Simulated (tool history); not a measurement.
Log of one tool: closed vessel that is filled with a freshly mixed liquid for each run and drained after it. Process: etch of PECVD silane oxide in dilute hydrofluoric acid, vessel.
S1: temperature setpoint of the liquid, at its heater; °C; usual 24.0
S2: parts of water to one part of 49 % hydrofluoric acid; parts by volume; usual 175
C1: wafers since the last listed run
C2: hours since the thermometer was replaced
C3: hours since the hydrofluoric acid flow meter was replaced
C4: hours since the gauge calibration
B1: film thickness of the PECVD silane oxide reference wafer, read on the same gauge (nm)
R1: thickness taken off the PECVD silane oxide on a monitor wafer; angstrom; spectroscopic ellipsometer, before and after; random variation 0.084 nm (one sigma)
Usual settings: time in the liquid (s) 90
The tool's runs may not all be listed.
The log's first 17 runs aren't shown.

{"day": 53.933, "done": "thermometer replaced"}
{"run": 18, "day": 55.267, "S1": 24.0, "S2": 175, "time in the liquid (s)": 90, "C1": 6292, "C2": 32.0, "C3": 274.7, "C4": 949.6, "B1": 139.98, "R1": 87.3}
{"run": 19, "day": 63.458, "S1": 24.0, "S2": 200, "time in the liquid (s)": 90, "C1": 20967, "C2": 228.6, "C3": 471.3, "C4": 1146.2, "B1": 139.95, "R1": 71.6}
{"run": 20, "day": 65.467, "S1": 24.0, "S2": 175, "time in the liquid (s)": 55, "C1": 5140, "C2": 276.8, "C3": 519.5, "C4": 1194.4, "B1": 140.02, "R1": 52.1}
{"run": 21, "day": 67.046, "S1": 24.0, "S2": 175, "time in the liquid (s)": 90, "C1": 4042, "C2": 314.7, "C3": 557.4, "C4": 1232.3, "B1": 140.0, "R1": 84.7}
{"run": 22, "day": 70.033, "S1": 21.0, "S2": 235, "time in the liquid (s)": 135, "C1": 7647, "C2": 386.4, "C3": 629.1, "C4": 1304.0, "B1": 139.98, "R1": 80.2}
{"run": 23, "day": 71.662, "S1": 26.0, "S2": 175, "time in the liquid (s)": 90, "C1": 4170, "C2": 425.5, "C3": 668.2, "C4": 1343.1, "B1": 140.02, "R1": 91.3}
{"day": 72.721, "done": "gauge calibrated"}
{"run": 24, "day": 75.575, "S1": 19.0, "S2": 135, "time in the liquid (s)": 135, "C1": 10014, "C2": 519.4, "C3": 762.1, "C4": 68.5, "B1": 140.06, "R1": 137.2}
{"run": 25, "day": 78.375, "S1": 24.0, "S2": 175, "time in the liquid (s)": 90, "C1": 7167, "C2": 586.6, "C3": 829.3, "C4": 135.7, "B1": 139.96, "R1": 84.8}
{"run": 26, "day": 82.404, "S1": 24.0, "S2": 175, "time in the liquid (s)": 90, "C1": 10313, "C2": 683.3, "C3": 926.0, "C4": 232.4, "B1": 139.98, "R1": 82.8}
{"run": 27, "day": 86.15, "S1": 24.0, "S2": 90, "time in the liquid (s)": 90, "C1": 9588, "C2": 773.2, "C3": 1015.9, "C4": 322.3, "B1": 139.96, "R1": 177.1}
{"run": 28, "day": 89.046, "S1": 22.5, "S2": 130, "time in the liquid (s)": 55, "C1": 7412, "C2": 842.7, "C3": 1085.4, "C4": 391.8, "B1": 139.96, "R1": 67.7}
{"run": 29, "day": 91.575, "S1": 20.5, "S2": 175, "time in the liquid (s)": 90, "C1": 6473, "C2": 903.4, "C3": 1146.1, "C4": 452.5, "B1": 140.01, "R1": 71.2}
{"run": 30, "day": 95.571, "S1": 20.0, "S2": 175, "time in the liquid (s)": 90, "C1": 10228, "C2": 999.3, "C3": 1242.0, "C4": 548.4, "B1": 139.99, "R1": 70.5}

3 ways to go on from here, each from the tool as it stands after run 30. What would each give?
{"run": "A", "day": 95.6, "S1": 24.0, "S2": 175, "time in the liquid (s)": 90, "C1": 74, "C2": 1000.0, "C3": 1242.7, "C4": 549.1, "B1": "?", "R1": "?"}
{"run": "B", "day": 95.6, "S1": 25.5, "S2": 175, "time in the liquid (s)": 90, "C1": 74, "C2": 1000.0, "C3": 1242.7, "C4": 549.1, "B1": "?", "R1": "?"}
{"run": "C", "day": 95.6, "S1": 24.0, "S2": 120, "time in the liquid (s)": 130, "C1": 74, "C2": 1000.0, "C3": 1242.7, "C4": 549.1, "B1": "?", "R1": "?"}

run=A B1=139.95 R1=81.2
run=B B1=139.95 R1=85.9
run=C B1=139.95 R1=181.9
Without the tool's hidden state the same runs would have given:
run=A R1=85.1
run=B R1=90.0
run=C R1=191.0
